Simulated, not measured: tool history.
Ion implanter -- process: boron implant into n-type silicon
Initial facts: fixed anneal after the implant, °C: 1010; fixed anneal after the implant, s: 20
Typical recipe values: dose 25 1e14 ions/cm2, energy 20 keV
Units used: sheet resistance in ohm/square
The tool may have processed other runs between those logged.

run     day   dose  energy  wafers since the last listed run  hours since the last dose calibration  hours since the extraction supply was calibrated  hours since the gauge calibration  read-back reference wafer on the same gauge, sheet resistance  sheet resistance
  1       0     25    22.5                                 0                                  426.7                                            6246.5                              242.3                                                          66.74             65.77
  2   1.329     25    22.5                               696                                  458.6                                            6278.4                              274.2                                                          66.69             66.17
  3   4.279     25    22.5                              1545                                  529.4                                            6349.2                                345                                                          66.69             65.97
  4   5.362     25      20                               567                                  555.4                                            6375.2                                371                                                          66.67             68.85
  5   8.142     25      20                              1456                                  622.1                                            6441.9                              437.7                                                          66.65             68.85
  6   9.262     25      20                               587                                    649                                            6468.8                              464.6                                                          66.63             68.94
  7  12.129     25      20                              1502                                  717.8                                            6537.6                              533.4                                                          66.71             68.92
  8  14.046     25      20                              1004                                  763.8                                            6583.6                              579.4                                                          66.74             68.97
     15.321  -- Faraday cup replaced and dose calibrated
  9  15.396     25      20                               532                                    1.8                                              6616                              611.8                                                          66.71             67.42
 10  16.762  29.34      20                               716                                   34.6                                            6648.8                              644.6                                                          66.76             63.17
 11  18.338  27.72    22.5                               825                                   72.4                                            6686.6                              682.4                                                          66.66             62.08
     20.062  -- gauge calibrated
     20.683  -- extraction supply calibrated
 12  20.742  27.76      13                              1085                                  130.1                                               1.4                               16.3                                                          66.68             80.35
 13  22.658  29.51    14.5                              1004                                  176.1                                              47.4                               62.3                                                           66.7             75.04
 14  24.525     25      16                               978                                  220.9                                              92.2                              107.1                                                          66.83             74.74
 15  26.983  27.72    22.5                              1288                                  279.9                                             151.2                              166.1                                                          66.69             62.85
 16  29.162     25      14                              1141                                  332.2                                             203.5                              218.4                                                          66.79             79.56
 17  32.088     25      20                              1532                                  402.4                                             273.7                              288.6                                                          66.74             68.38
 18  34.104  30.55      14                              1056                                  450.8                                             322.1                                337                                                          66.73             76.03
 19  36.421  30.16      14                              1214                                  506.4                                             377.7                              392.6                                                          66.71             75.78

What if the next run were any one of these 4? Each begins from the tool's condition after run 19:
  A  36.438  21.46      20                                 8                                  506.8                                             378.1                                393                                                              ?                 ?
  B  36.438  31.52    25.5                                 8                                  506.8                                             378.1                                393                                                              ?                 ?
  C  36.438  29.78    22.5                                 8                                  506.8                                             378.1                                393                                                              ?                 ?
  D  36.438  30.61    14.5                                 8                                  506.8                                             378.1                                393                                                              ?                 ?

run  read-back reference wafer on the same gauge, sheet resistance  sheet resistance
  A                                                          66.75             73.85
  B                                                          66.75             57.28
  C                                                          66.75             61.38
  D                                                          66.75             74.83
Without the tool's hidden state the same runs would have given:
run  sheet resistance
  A             72.31
  B             56.38
  C             60.46
  D             74.24
